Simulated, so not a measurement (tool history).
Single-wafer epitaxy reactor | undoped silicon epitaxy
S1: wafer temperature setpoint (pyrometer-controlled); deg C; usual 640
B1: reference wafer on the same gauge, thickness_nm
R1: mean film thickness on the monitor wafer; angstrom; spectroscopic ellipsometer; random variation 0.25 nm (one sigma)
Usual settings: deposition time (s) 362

run 1 hour=0.0 | S1=640 deposition_time_(s)=362 | B1=56.680 | R1=538.97
run 2 hour=20.5 | S1=640 deposition_time_(s)=362 | B1=56.602 | R1=540.50
run 3 hour=46.4 | S1=640 deposition_time_(s)=362 | B1=56.731 | R1=542.59
run 4 hour=73.7 | S1=640 deposition_time_(s)=362 | B1=56.731 | R1=535.33
run 5 hour=105.9 | S1=640 deposition_time_(s)=362 | B1=56.678 | R1=537.10
run 6 hour=124.0 | S1=640 deposition_time_(s)=362 | B1=56.690 | R1=538.48
run 7 hour=151.2 | S1=633 deposition_time_(s)=362 | B1=56.635 | R1=450.91
-- hour=204.3 gauge calibrated
run 8 hour=237.1 | S1=633 deposition_time_(s)=362 | B1=56.746 | R1=450.05
run 9 hour=251.1 | S1=649 deposition_time_(s)=362 | B1=56.650 | R1=675.01
run 10 hour=273.3 | S1=649 deposition_time_(s)=362 | B1=56.613 | R1=666.57
run 11 hour=306.4 | S1=649 deposition_time_(s)=362 | B1=56.687 | R1=660.32
run 12 hour=334.1 | S1=631 deposition_time_(s)=385 | B1=56.656 | R1=447.94
run 13 hour=362.1 | S1=631 deposition_time_(s)=385 | B1=56.781 | R1=450.73
run 14 hour=393.1 | S1=631 deposition_time_(s)=385 | B1=56.768 | R1=444.38
run 15 hour=423.2 | S1=640 deposition_time_(s)=362 | B1=56.577 | R1=528.06
run 16 hour=441.2 | S1=640 deposition_time_(s)=362 | B1=56.770 | R1=530.71
run 17 hour=476.0 | S1=640 deposition_time_(s)=409 | B1=56.751 | R1=599.46
run 18 hour=488.4 | S1=640 deposition_time_(s)=409 | B1=56.728 | R1=597.73
run 19 hour=540.1 | S1=632 deposition_time_(s)=407 | B1=56.724 | R1=481.25
run 20 hour=575.0 | S1=640 deposition_time_(s)=362 | B1=56.639 | R1=523.75
run 21 hour=597.6 | S1=630 deposition_time_(s)=297 | B1=56.672 | R1=329.33
run 22 hour=626.3 | S1=633 deposition_time_(s)=299 | B1=56.653 | R1=360.56
-- hour=662.6 pyrometer calibrated
run 23 hour=663.1 | S1=633 deposition_time_(s)=310 | B1=56.593 | R1=396.38
run 24 hour=693.3 | S1=653 deposition_time_(s)=402 | B1=56.612 | R1=845.91
run 25 hour=724.5 | S1=653 deposition_time_(s)=381 | B1=56.760 | R1=802.17
run 26 hour=759.3 | S1=650 deposition_time_(s)=362 | B1=56.678 | R1=706.75
-- hour=767.1 gauge calibrated
run 27 hour=786.9 | S1=626 deposition_time_(s)=362 | B1=56.721 | R1=383.47
run 28 hour=819.5 | S1=652 deposition_time_(s)=338 | B1=56.737 | R1=698.04
run 29 hour=836.1 | S1=640 deposition_time_(s)=410 | B1=56.723 | R1=625.73
run 30 hour=865.8 | S1=628 deposition_time_(s)=324 | B1=56.729 | R1=357.64
run 31 hour=897.4 | S1=633 deposition_time_(s)=362 | B1=56.687 | R1=454.32
run 32 hour=923.1 | S1=630 deposition_time_(s)=297 | B1=56.664 | R1=348.95
run 33 hour=946.3 | S1=640 deposition_time_(s)=362 | B1=56.653 | R1=548.10
run 34 hour=1014.2 | S1=631 deposition_time_(s)=385 | B1=56.703 | R1=456.80
run 35 hour=1031.0 | S1=635 deposition_time_(s)=362 | B1=56.665 | R1=482.28
run 36 hour=1045.0 | S1=640 deposition_time_(s)=362 | B1=56.602 | R1=541.37
run 37 hour=1068.1 | S1=631 deposition_time_(s)=432 | B1=56.743 | R1=512.10
run 38 hour=1094.6 | S1=640 deposition_time_(s)=420 | B1=56.839 | R1=630.05

Hidden state or all else? Some run-to-run changes of R1, split into what the settings, what came in and random variation would give without the hidden state, and what is left for the hidden state (with any gauge scatter that isn't in both results):
The hidden state here: wafer temperature above the value expected at the setpoint (K); gauge reads high (%).
Run 8 -> 9: S1 633 -> 649. R1 +224.96 angstrom: hidden state -7.05, all else +232.01.
Run 20 -> 21: S1 640 -> 630, deposition time (s) 362 -> 297. R1 -194.42 angstrom: hidden state +8.98, all else -203.40.
Run 22 -> 23: deposition time (s) 299 -> 310, pyrometer calibrated. R1 +35.82 angstrom: hidden state +21.09, all else +14.73.
Run 23 -> 24: S1 633 -> 653, deposition time (s) 310 -> 402. R1 +449.53 angstrom: hidden state +0.29, all else +449.24.
Run 26 -> 27: S1 650 -> 626, gauge calibrated. R1 -323.28 angstrom: hidden state -0.21, all else -323.07.
Run 27 -> 28: S1 626 -> 652, deposition time (s) 362 -> 338. R1 +314.57 angstrom: hidden state -1.87, all else +316.44.
